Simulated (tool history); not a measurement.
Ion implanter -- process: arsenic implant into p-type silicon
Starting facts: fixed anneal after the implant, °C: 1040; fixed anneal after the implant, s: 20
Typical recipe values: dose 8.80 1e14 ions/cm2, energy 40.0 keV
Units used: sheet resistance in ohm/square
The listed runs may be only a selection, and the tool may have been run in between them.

run   hour   dose  energy  wafers since the last listed run  hours since the last dose calibration  hours since the extraction supply was calibrated  hours since the gauge calibration  read-back reference wafer on the same gauge, sheet resistance  sheet resistance
  1    0.0   8.80    40.0                                 0                                 1098.0                                            4514.1                              100.9                                                         115.02            110.47
  2   14.7   8.80    40.0                               236                                 1112.7                                            4528.8                              115.6                                                         115.01            110.34
  3   31.1   8.80    40.0                               263                                 1129.1                                            4545.2                              132.0                                                         115.03            109.92
  4   50.5   8.80    40.0                               312                                 1148.5                                            4564.6                              151.4                                                         114.97            110.57
  5   83.6   8.80    40.0                               532                                 1181.6                                            4597.7                              184.5                                                         115.01            110.54
  6  113.8   8.17    40.0                               486                                 1211.8                                            4627.9                              214.7                                                         114.99            116.39
  7  143.0   8.17    40.0                               470                                 1241.0                                            4657.1                              243.9                                                         115.02            116.21
  8  174.1   6.98    40.0                               500                                 1272.1                                            4688.2                              275.0                                                         114.99            130.32
  9  208.3   8.80    47.5                               550                                 1306.3                                            4722.4                              309.2                                                         115.02            107.08
 10  222.4   8.80    40.0                               226                                 1320.4                                            4736.5                              323.3                                                         115.00            109.95
 11  242.1   8.80    40.0                               317                                 1340.1                                            4756.2                              343.0                                                         115.01            109.78
 12  304.6   8.80    40.0                              1006                                 1402.6                                            4818.7                              405.5                                                         115.02            109.90
 13  332.9  10.28    40.0                               455                                 1430.9                                            4847.0                              433.8                                                         114.95             98.53
 14  359.5  10.28    40.0                               428                                 1457.5                                            4873.6                              460.4                                                         114.99             98.50
 15  378.6   8.80    30.0                               307                                 1476.6                                            4892.7                              479.5                                                         114.98            114.60
 16  399.3   8.80    30.0                               333                                 1497.3                                            4913.4                              500.2                                                         115.00            114.56
 17  478.2   8.80    40.0                              1270                                 1576.2                                            4992.3                              579.1                                                         115.01            109.61
 18  495.2   8.80    40.0                               273                                 1593.2                                            5009.3                              596.1                                                         115.00            109.45
 19  512.5  10.28    40.0                               278                                 1610.5                                            5026.6                              613.4                                                         114.99             98.35
 20  534.1   8.80    40.0                               347                                 1632.1                                            5048.2                              635.0                                                         115.00            109.39
 21  553.7   7.75    46.5                               315                                 1651.7                                            5067.8                              654.6                                                         114.97            117.56
     564.2  -- extraction supply calibrated
 22  609.3  10.22    30.5                               766                                 1707.3                                              45.1                              710.2                                                         114.95            103.33
 23  623.6   9.68    40.0                               230                                 1721.6                                              59.4                              724.5                                                         115.02            102.42
 24  649.2   6.21    40.0                               412                                 1747.2                                              85.0                              750.1                                                         114.97            141.07
 25  677.8   7.73    40.0                               460                                 1775.8                                             113.6                              778.7                                                         115.05            120.01
 26  703.8  10.73    30.0                               418                                 1801.8                                             139.6                              804.7                                                         115.01             99.98
 27  717.3  10.03    31.5                               217                                 1815.3                                             153.1                              818.2                                                         114.98            103.94
 28  730.2   8.17    40.0                               207                                 1828.2                                             166.0                              831.1                                                         115.03            115.01
     745.9  -- gauge calibrated
     757.4  -- Faraday cup replaced and dose calibrated
 29  757.9   8.80    43.5                               317                                    0.5                                             193.7                               12.0                                                         115.02            109.71
 30  781.1   9.46    52.0                               373                                   23.7                                             216.9                               35.2                                                         114.99            101.45
 31  823.0  10.39    29.0                               674                                   65.6                                             258.8                               77.1                                                         114.99            104.72
 32  852.9  10.29    40.0                               481                                   95.5                                             288.7                              107.0                                                         114.99             99.54
 33  869.2  10.59    45.5                               262                                  111.8                                             305.0                              123.3                                                         114.99             95.52
 34  899.1   8.80    40.0                               481                                  141.7                                             334.9                              153.2                                                         115.01            110.93
 35  918.3  11.22    45.5                               309                                  160.9                                             354.1                              172.4                                                         114.97             91.74
 36  936.7   7.40    50.5                               296                                  179.3                                             372.5                              190.8                                                         115.01            121.93
 37  959.1   8.80    40.0                               360                                  201.7                                             394.9                              213.2                                                         115.00            110.71

Branching from run 37: 4 alternative next runs. What would each branch give?
  A  959.5  10.16    40.0                                 6                                  202.1                                             395.3                              213.6                                                              ?                 ?
  B  959.5   6.45    47.0                                 6                                  202.1                                             395.3                              213.6                                                              ?                 ?
  C  959.5   9.65    40.0                                 6                                  202.1                                             395.3                              213.6                                                              ?                 ?
  D  959.5  11.17    29.5                                 6                                  202.1                                             395.3                              213.6                                                              ?                 ?

run  read-back reference wafer on the same gauge, sheet resistance  sheet resistance
  A                                                         114.99            100.12
  B                                                         114.99            136.06
  C                                                         114.99            103.73
  D                                                         114.99             99.07
With no hidden state in the tool, these same runs would have given:
run  sheet resistance
  A            100.91
  B            137.24
  C            104.55
  D             99.78

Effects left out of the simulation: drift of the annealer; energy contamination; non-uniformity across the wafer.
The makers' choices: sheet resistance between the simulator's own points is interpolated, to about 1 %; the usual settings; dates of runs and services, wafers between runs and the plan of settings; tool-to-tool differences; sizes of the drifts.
